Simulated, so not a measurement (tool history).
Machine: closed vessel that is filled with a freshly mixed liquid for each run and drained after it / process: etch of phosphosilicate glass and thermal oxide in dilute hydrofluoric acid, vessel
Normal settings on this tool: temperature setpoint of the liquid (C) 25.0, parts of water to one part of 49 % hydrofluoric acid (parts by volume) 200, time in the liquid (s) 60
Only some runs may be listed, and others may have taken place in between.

| run | day | temperature setpoint of the liquid (C) | parts of water to one part of 49 % hydrofluoric acid (parts by volume) | time in the liquid (s) | wafers since the last listed run | hours since the thermometer was replaced | hours since the hydrofluoric acid flow meter was replaced | hours since the gauge calibration | read-back film thickness of the phosphosilicate glass reference wafer, read on the same gauge (nm) | read-back film thickness of the thermal oxide reference wafer, read on the same gauge (nm) | thickness taken off the phosphosilicate glass on a monitor wafer (angstrom) | thickness taken off the thermal oxide on a monitor wafer (angstrom) |
|---|---|---|---|---|---|---|---|---|---|---|---|---|
| 1 | 0.000 | 25.0 | 155 | 60 | 0 | 1070.9 | 1100.6 | 257.0 | 50.00 | 110.016 | 276.0 | 17.95 |
| 2 | 0.554 | 25.0 | 155 | 60 | 1940 | 1084.2 | 1113.9 | 270.3 | 49.99 | 110.031 | 274.6 | 18.92 |
| 3 | 1.267 | 25.0 | 155 | 60 | 2494 | 1101.3 | 1131.0 | 287.4 | 50.00 | 109.971 | 274.1 | 18.34 |
| 4 | 1.683 | 25.0 | 200 | 45 | 1458 | 1111.3 | 1141.0 | 297.4 | 50.00 | 109.968 | 151.9 | 10.02 |
| 5 | 2.196 | 23.5 | 110 | 60 | 1794 | 1123.6 | 1153.3 | 309.7 | 50.01 | 109.989 | 391.5 | 24.53 |
| 6 | 2.771 | 25.0 | 250 | 35 | 2013 | 1137.4 | 1167.1 | 323.5 | 49.99 | 109.968 | 89.4 | 5.91 |
| 7 | 3.146 | 20.0 | 260 | 60 | 1312 | 1146.4 | 1176.1 | 332.5 | 50.02 | 110.041 | 121.7 | 7.99 |
|  | 3.396 | hydrofluoric acid flow meter replaced |
| 8 | 3.712 | 20.0 | 135 | 95 | 1838 | 1160.0 | 7.6 | 346.1 | 49.99 | 109.992 | 472.6 | 31.74 |
| 9 | 4.279 | 25.0 | 200 | 60 | 1983 | 1173.6 | 21.2 | 359.7 | 49.99 | 110.040 | 226.3 | 14.29 |
| 10 | 4.679 | 27.0 | 175 | 75 | 1400 | 1183.2 | 30.8 | 369.3 | 49.99 | 110.003 | 356.8 | 23.96 |
| 11 | 5.096 | 23.0 | 245 | 60 | 1458 | 1193.2 | 40.8 | 379.3 | 50.01 | 110.005 | 163.8 | 11.13 |
| 12 | 5.617 | 21.5 | 160 | 50 | 1823 | 1205.7 | 53.3 | 391.8 | 50.00 | 110.012 | 217.3 | 13.70 |
|  | 5.683 | thermometer replaced |
| 13 | 6.233 | 25.0 | 200 | 60 | 2013 | 13.2 | 68.1 | 406.6 | 50.00 | 109.991 | 210.4 | 13.82 |
| 14 | 6.696 | 20.5 | 200 | 70 | 1619 | 24.3 | 79.2 | 417.7 | 50.02 | 110.018 | 207.6 | 13.33 |
|  | 6.983 | gauge calibrated |
| 15 | 7.304 | 27.5 | 200 | 75 | 2129 | 38.9 | 93.8 | 7.7 | 49.99 | 110.010 | 287.5 | 18.77 |
| 16 | 7.667 | 23.5 | 255 | 30 | 1269 | 47.6 | 102.5 | 16.4 | 50.01 | 110.044 | 73.9 | 5.10 |
| 17 | 8.196 | 25.0 | 145 | 60 | 1852 | 60.3 | 115.2 | 29.1 | 50.02 | 110.009 | 307.7 | 19.99 |
| 18 | 9.238 | 23.5 | 110 | 60 | 3646 | 85.3 | 140.2 | 54.1 | 50.00 | 110.010 | 394.3 | 25.38 |
| 19 | 9.746 | 30.0 | 200 | 50 | 1779 | 97.5 | 152.4 | 66.3 | 50.00 | 109.996 | 208.3 | 13.47 |
| 20 | 10.250 | 27.5 | 270 | 80 | 1765 | 109.6 | 164.5 | 78.4 | 50.01 | 109.977 | 208.7 | 13.75 |
| 21 | 10.521 | 25.0 | 200 | 60 | 948 | 116.1 | 171.0 | 84.9 | 50.00 | 109.995 | 207.7 | 13.77 |
| 22 | 11.158 | 23.5 | 135 | 45 | 2231 | 131.4 | 186.3 | 100.2 | 50.00 | 110.034 | 236.1 | 15.83 |
| 23 | 11.679 | 29.5 | 235 | 50 | 1823 | 143.9 | 198.8 | 112.7 | 50.01 | 110.016 | 166.6 | 10.57 |
| 24 | 12.421 | 25.0 | 200 | 60 | 2596 | 161.7 | 216.6 | 130.5 | 50.00 | 109.980 | 206.3 | 13.70 |
| 25 | 13.088 | 27.0 | 290 | 75 | 2334 | 177.7 | 232.6 | 146.5 | 50.01 | 110.016 | 174.7 | 11.60 |

Here are 4 independent what-if runs from the current tool condition. What would each one return?
| A | 13.117 | 25.0 | 200 | 60 | 102 | 178.4 | 233.3 | 147.2 | ? | ? | ? | ? |
| B | 13.117 | 28.5 | 255 | 80 | 102 | 178.4 | 233.3 | 147.2 | ? | ? | ? | ? |
| C | 13.117 | 26.5 | 130 | 60 | 102 | 178.4 | 233.3 | 147.2 | ? | ? | ? | ? |
| D | 13.117 | 26.5 | 150 | 85 | 102 | 178.4 | 233.3 | 147.2 | ? | ? | ? | ? |

| run | read-back film thickness of the phosphosilicate glass reference wafer, read on the same gauge (nm) | read-back film thickness of the thermal oxide reference wafer, read on the same gauge (nm) | thickness taken off the phosphosilicate glass on a monitor wafer (angstrom) | thickness taken off the thermal oxide on a monitor wafer (angstrom) |
|---|---|---|---|---|
| A | 49.99 | 110.025 | 205.0 | 13.96 |
| B | 49.99 | 110.025 | 227.5 | 15.50 |
| C | 49.99 | 110.025 | 362.5 | 24.69 |
| D | 49.99 | 110.025 | 434.0 | 29.57 |
The same runs, with their run-to-run variation unchanged, on a tool lacking any hidden condition would have given:
| run | thickness taken off the phosphosilicate glass on a monitor wafer (angstrom) | thickness taken off the thermal oxide on a monitor wafer (angstrom) |
|---|---|---|
| A | 205.4 | 13.99 |
| B | 228.6 | 15.57 |
| C | 362.6 | 24.70 |
| D | 434.4 | 29.59 |
